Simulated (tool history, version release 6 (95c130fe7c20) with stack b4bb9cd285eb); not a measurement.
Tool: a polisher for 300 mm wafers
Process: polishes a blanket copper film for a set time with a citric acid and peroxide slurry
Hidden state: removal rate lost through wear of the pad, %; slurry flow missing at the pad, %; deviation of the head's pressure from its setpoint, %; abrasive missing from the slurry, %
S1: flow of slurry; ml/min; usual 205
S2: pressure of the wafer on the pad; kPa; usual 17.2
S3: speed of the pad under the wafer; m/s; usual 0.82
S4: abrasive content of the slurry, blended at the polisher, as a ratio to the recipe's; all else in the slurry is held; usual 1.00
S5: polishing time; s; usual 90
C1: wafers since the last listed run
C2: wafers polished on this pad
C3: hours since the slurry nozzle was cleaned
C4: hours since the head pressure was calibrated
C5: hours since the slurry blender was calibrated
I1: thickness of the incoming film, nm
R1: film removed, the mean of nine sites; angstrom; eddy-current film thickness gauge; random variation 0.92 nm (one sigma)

run	hour	S1	S2	S3	S4	S5	C1	C2	C3	C4	C5	I1	R1
1	0.0	205	17.2	0.82	1.00	90	0	3390	165.8	126.9	528.5	532.7	1157
# hour 9.2: slurry blender recalibrated
# hour 78.7: worn pad replaced by a new one
2	92.9	205	17.2	0.82	1.00	90	913	149	258.7	219.8	83.7	533.1	1179
3	182.5	205	17.2	0.82	1.00	90	941	1091	348.3	309.4	173.3	541.6	1166
4	287.3	205	17.2	0.82	1.00	90	1101	2192	453.1	414.2	278.1	544.5	1174
5	363.8	205	17.2	0.82	1.00	90	803	2996	529.6	490.7	354.6	539.9	1184
# hour 365.5: slurry nozzle cleaned
6	405.7	205	17.2	0.82	1.00	90	429	3426	40.2	532.6	396.5	543.0	1171
# hour 419.1: slurry blender recalibrated
7	444.7	205	17.2	0.60	1.00	90	388	3815	79.2	571.6	25.6	539.4	983
# hour 499.7: worn pad replaced by a new one
8	520.0	205	17.2	0.60	1.00	90	749	213	154.5	646.9	100.9	542.1	973
# hour 806.8: slurry nozzle cleaned
9	832.2	205	17.2	0.82	1.00	90	3270	3484	25.4	959.1	413.1	533.5	1220
# hour 855.9: slurry blender recalibrated
10	898.0	205	17.2	0.82	1.00	90	670	4154	91.2	1024.9	42.1	541.3	1200
# hour 918.4: worn pad replaced by a new one
11	970.9	205	17.2	0.82	1.00	90	724	552	164.1	1097.8	115.0	535.7	1215
12	1046.2	205	17.2	0.82	0.75	90	791	1343	239.4	1173.1	190.3	546.6	1137
13	1115.2	205	17.2	0.82	0.75	90	725	2068	308.4	1242.1	259.3	542.2	1132
14	1188.1	205	17.2	0.82	1.00	90	766	2834	381.3	1315.0	332.2	535.9	1249
# hour 1255.9: slurry nozzle cleaned
15	1290.6	205	17.2	0.82	1.00	90	1066	3901	34.7	1417.5	434.7	537.1	1248
16	1381.4	260	15.2	0.82	1.00	90	954	4855	125.5	1508.3	525.5	538.6	1135
# hour 1383.8: slurry blender recalibrated
# hour 1407.9: worn pad replaced by a new one
17	1475.3	205	17.2	0.82	1.00	90	923	707	219.4	1602.2	91.5	549.2	1267
# hour 1499.5: head pressure recalibrated
18	1574.0	205	20.0	1.00	0.70	90	1016	1724	318.1	74.5	190.2	538.0	1397
19	1617.1	205	20.7	0.82	0.75	90	452	2177	361.2	117.6	233.3	536.6	1290
20	1703.8	205	17.2	0.82	0.85	90	911	3088	447.9	204.3	320.0	546.9	1139
# hour 1718.4: slurry nozzle cleaned
21	1742.1	205	17.2	0.82	1.00	77	392	3480	23.7	242.6	358.3	537.4	1018
22	1790.2	245	22.1	0.82	1.00	90	505	3985	71.8	290.7	406.4	534.3	1512
# hour 1855.0: worn pad replaced by a new one
# hour 1880.7: slurry blender recalibrated
23	1897.9	205	20.0	0.70	1.00	90	1068	430	179.5	398.4	17.2	538.1	1232
24	2001.7	205	17.2	0.82	1.00	90	1090	1521	283.3	502.2	121.0	538.6	1172
25	2063.2	165	17.2	0.82	1.00	90	646	2167	344.8	563.7	182.5	540.0	1146
26	2105.8	205	17.2	0.82	1.00	90	447	2615	387.4	606.3	225.1	548.3	1195
27	2176.0	205	17.2	0.64	0.80	90	737	3352	457.6	676.5	295.3	533.3	972
28	2233.9	205	17.2	0.82	1.00	90	608	3961	515.5	734.4	353.2	552.0	1192
# hour 2257.5: slurry nozzle cleaned
29	2291.0	205	17.2	0.82	1.00	90	589	4550	33.5	791.5	410.3	539.1	1195
# hour 2355.8: worn pad replaced by a new one
30	2356.3	205	17.2	0.82	1.00	90	644	5	98.8	856.8	475.6	541.6	1190

3 ways to go on from here, each from the tool as it stands after run 30. What would each give?
A	2356.8	205	17.2	1.08	1.00	90	5	10	99.3	857.3	476.1	539.8	?
B	2356.8	165	17.2	0.56	1.20	90	5	10	99.3	857.3	476.1	539.8	?
C	2356.8	205	17.2	0.62	0.85	90	5	10	99.3	857.3	476.1	539.8	?

run	R1
A	1462
B	964
C	971
Without the tool's hidden state the same runs would have given:
run	R1
A	1432
B	944
C	951

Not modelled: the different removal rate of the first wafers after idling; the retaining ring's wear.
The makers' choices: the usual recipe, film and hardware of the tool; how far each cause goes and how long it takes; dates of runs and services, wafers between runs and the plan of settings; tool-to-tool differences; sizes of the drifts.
